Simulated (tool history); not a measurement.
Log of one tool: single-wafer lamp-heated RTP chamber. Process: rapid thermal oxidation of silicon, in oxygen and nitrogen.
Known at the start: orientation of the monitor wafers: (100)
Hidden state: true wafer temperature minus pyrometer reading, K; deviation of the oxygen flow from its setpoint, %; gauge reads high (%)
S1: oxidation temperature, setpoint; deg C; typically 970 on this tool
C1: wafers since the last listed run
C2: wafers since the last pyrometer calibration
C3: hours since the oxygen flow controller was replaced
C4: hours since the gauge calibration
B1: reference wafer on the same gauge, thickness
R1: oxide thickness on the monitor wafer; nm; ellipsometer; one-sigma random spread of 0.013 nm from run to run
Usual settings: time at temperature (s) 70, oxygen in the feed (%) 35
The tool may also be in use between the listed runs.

{"run": 1, "hour": 0.0, "S1": 980, "time at temperature (s)": 70, "oxygen in the feed (%)": 35, "C1": 0, "C2": 2115, "C3": 4779.8, "C4": 227.7, "B1": 3.945, "R1": 3.979}
{"run": 2, "hour": 6.6, "S1": 970, "time at temperature (s)": 60, "oxygen in the feed (%)": 35, "C1": 96, "C2": 2212, "C3": 4786.4, "C4": 234.3, "B1": 3.939, "R1": 3.549}
{"run": 3, "hour": 13.3, "S1": 970, "time at temperature (s)": 94, "oxygen in the feed (%)": 35, "C1": 98, "C2": 2310, "C3": 4793.1, "C4": 241, "B1": 3.936, "R1": 4.207}
{"run": 4, "hour": 20.6, "S1": 970, "time at temperature (s)": 94, "oxygen in the feed (%)": 35, "C1": 106, "C2": 2417, "C3": 4800.4, "C4": 248.3, "B1": 3.946, "R1": 4.195}
{"run": 5, "hour": 33.3, "S1": 970, "time at temperature (s)": 70, "oxygen in the feed (%)": 17, "C1": 185, "C2": 2603, "C3": 4813.1, "C4": 261, "B1": 3.94, "R1": 3.159}
{"run": 6, "hour": 51.2, "S1": 970, "time at temperature (s)": 70, "oxygen in the feed (%)": 17, "C1": 262, "C2": 2865, "C3": 4831, "C4": 278.9, "B1": 3.946, "R1": 3.157}
{"run": 7, "hour": 66.0, "S1": 983, "time at temperature (s)": 85, "oxygen in the feed (%)": 35, "C1": 216, "C2": 3082, "C3": 4845.8, "C4": 293.7, "B1": 3.947, "R1": 4.392}
{"run": 8, "hour": 74.9, "S1": 970, "time at temperature (s)": 70, "oxygen in the feed (%)": 35, "C1": 130, "C2": 3212, "C3": 4854.7, "C4": 302.6, "B1": 3.942, "R1": 3.718}
{"run": 9, "hour": 82.9, "S1": 970, "time at temperature (s)": 77, "oxygen in the feed (%)": 35, "C1": 117, "C2": 3329, "C3": 4862.7, "C4": 310.6, "B1": 3.93, "R1": 3.86}
{"run": 10, "hour": 98.0, "S1": 970, "time at temperature (s)": 77, "oxygen in the feed (%)": 35, "C1": 221, "C2": 3550, "C3": 4877.8, "C4": 325.7, "B1": 3.95, "R1": 3.883}
{"run": 11, "hour": 114.8, "S1": 970, "time at temperature (s)": 77, "oxygen in the feed (%)": 35, "C1": 245, "C2": 3796, "C3": 4894.6, "C4": 342.5, "B1": 3.939, "R1": 3.881}
{"hour": 124.8, "done": "pyrometer window cleaned and pyrometer calibrated"}
{"run": 12, "hour": 125.3, "S1": 962, "time at temperature (s)": 70, "oxygen in the feed (%)": 35, "C1": 36, "C2": 7, "C3": 4905.1, "C4": 353, "B1": 3.947, "R1": 3.575}
{"run": 13, "hour": 132.3, "S1": 962, "time at temperature (s)": 70, "oxygen in the feed (%)": 35, "C1": 102, "C2": 109, "C3": 4912.1, "C4": 360, "B1": 3.93, "R1": 3.559}
{"hour": 133.9, "done": "gauge calibrated"}
{"run": 14, "hour": 140.0, "S1": 962, "time at temperature (s)": 70, "oxygen in the feed (%)": 35, "C1": 112, "C2": 222, "C3": 4919.8, "C4": 6.1, "B1": 3.945, "R1": 3.565}
{"run": 15, "hour": 148.3, "S1": 970, "time at temperature (s)": 87, "oxygen in the feed (%)": 35, "C1": 121, "C2": 343, "C3": 4928.1, "C4": 14.4, "B1": 3.94, "R1": 4.088}
{"run": 16, "hour": 158.6, "S1": 970, "time at temperature (s)": 87, "oxygen in the feed (%)": 35, "C1": 150, "C2": 494, "C3": 4938.4, "C4": 24.7, "B1": 3.941, "R1": 4.062}
{"run": 17, "hour": 168.9, "S1": 999, "time at temperature (s)": 52, "oxygen in the feed (%)": 60, "C1": 150, "C2": 645, "C3": 4948.7, "C4": 35, "B1": 3.941, "R1": 4.732}
{"run": 18, "hour": 178.5, "S1": 970, "time at temperature (s)": 70, "oxygen in the feed (%)": 35, "C1": 140, "C2": 786, "C3": 4958.3, "C4": 44.6, "B1": 3.945, "R1": 3.754}
{"run": 19, "hour": 194.0, "S1": 980, "time at temperature (s)": 40, "oxygen in the feed (%)": 17, "C1": 226, "C2": 1012, "C3": 4973.8, "C4": 60.1, "B1": 3.936, "R1": 2.82}
{"run": 20, "hour": 208.4, "S1": 993, "time at temperature (s)": 70, "oxygen in the feed (%)": 25, "C1": 210, "C2": 1223, "C3": 4988.2, "C4": 74.5, "B1": 3.943, "R1": 3.926}
{"run": 21, "hour": 215.1, "S1": 955, "time at temperature (s)": 70, "oxygen in the feed (%)": 35, "C1": 98, "C2": 1321, "C3": 4994.9, "C4": 81.2, "B1": 3.943, "R1": 3.425}
{"run": 22, "hour": 224.7, "S1": 953, "time at temperature (s)": 36, "oxygen in the feed (%)": 56, "C1": 140, "C2": 1462, "C3": 5004.5, "C4": 90.8, "B1": 3.939, "R1": 3.049}
{"run": 23, "hour": 231.8, "S1": 970, "time at temperature (s)": 60, "oxygen in the feed (%)": 35, "C1": 103, "C2": 1566, "C3": 5011.6, "C4": 97.9, "B1": 3.931, "R1": 3.534}
{"hour": 242.0, "done": "oxygen flow controller replaced"}
{"run": 24, "hour": 246.8, "S1": 987, "time at temperature (s)": 94, "oxygen in the feed (%)": 52, "C1": 102, "C2": 1668, "C3": 4.8, "C4": 112.9, "B1": 3.943, "R1": 5.378}
{"run": 25, "hour": 256.8, "S1": 946, "time at temperature (s)": 86, "oxygen in the feed (%)": 35, "C1": 146, "C2": 1815, "C3": 14.8, "C4": 122.9, "B1": 3.944, "R1": 3.49}
{"run": 26, "hour": 263.4, "S1": 998, "time at temperature (s)": 70, "oxygen in the feed (%)": 62, "C1": 96, "C2": 1911, "C3": 21.4, "C4": 129.5, "B1": 3.937, "R1": 5.468}
{"run": 27, "hour": 275.9, "S1": 949, "time at temperature (s)": 103, "oxygen in the feed (%)": 47, "C1": 182, "C2": 2094, "C3": 33.9, "C4": 142, "B1": 3.938, "R1": 4.117}
{"run": 28, "hour": 323.0, "S1": 970, "time at temperature (s)": 70, "oxygen in the feed (%)": 17, "C1": 689, "C2": 2784, "C3": 81, "C4": 189.1, "B1": 3.94, "R1": 3.164}
{"run": 29, "hour": 331.9, "S1": 970, "time at temperature (s)": 70, "oxygen in the feed (%)": 35, "C1": 130, "C2": 2914, "C3": 89.9, "C4": 198, "B1": 3.938, "R1": 3.76}
{"run": 30, "hour": 345.4, "S1": 989, "time at temperature (s)": 104, "oxygen in the feed (%)": 53, "C1": 197, "C2": 3112, "C3": 103.4, "C4": 211.5, "B1": 3.945, "R1": 5.741}
{"hour": 359.5, "done": "pyrometer window cleaned and pyrometer calibrated"}
{"run": 31, "hour": 360.0, "S1": 970, "time at temperature (s)": 70, "oxygen in the feed (%)": 26, "C1": 96, "C2": 7, "C3": 118, "C4": 226.1, "B1": 3.941, "R1": 3.468}
{"run": 32, "hour": 376.4, "S1": 970, "time at temperature (s)": 70, "oxygen in the feed (%)": 35, "C1": 240, "C2": 247, "C3": 134.4, "C4": 242.5, "B1": 3.939, "R1": 3.757}
{"run": 33, "hour": 390.9, "S1": 956, "time at temperature (s)": 98, "oxygen in the feed (%)": 19, "C1": 212, "C2": 459, "C3": 148.9, "C4": 257, "B1": 3.94, "R1": 3.353}

Below are 4 alternative next runs, each starting from the tool's condition after run 33. Predict each:
{"run": "A", "hour": 391.3, "S1": 970, "time at temperature (s)": 50, "oxygen in the feed (%)": 35, "C1": 5, "C2": 465, "C3": 149.3, "C4": 257.4, "B1": "?", "R1": "?"}
{"run": "B", "hour": 391.3, "S1": 986, "time at temperature (s)": 82, "oxygen in the feed (%)": 35, "C1": 5, "C2": 465, "C3": 149.3, "C4": 257.4, "B1": "?", "R1": "?"}
{"run": "C", "hour": 391.3, "S1": 992, "time at temperature (s)": 98, "oxygen in the feed (%)": 35, "C1": 5, "C2": 465, "C3": 149.3, "C4": 257.4, "B1": "?", "R1": "?"}
{"run": "D", "hour": 391.3, "S1": 959, "time at temperature (s)": 70, "oxygen in the feed (%)": 35, "C1": 5, "C2": 465, "C3": 149.3, "C4": 257.4, "B1": "?", "R1": "?"}

run=A B1=3.938 R1=3.348
run=B B1=3.938 R1=4.439
run=C B1=3.938 R1=4.98
run=D B1=3.938 R1=3.529
What these runs would have given with no unlogged condition in the tool:
run=A R1=3.348
run=B R1=4.439
run=C R1=4.98
run=D R1=3.529
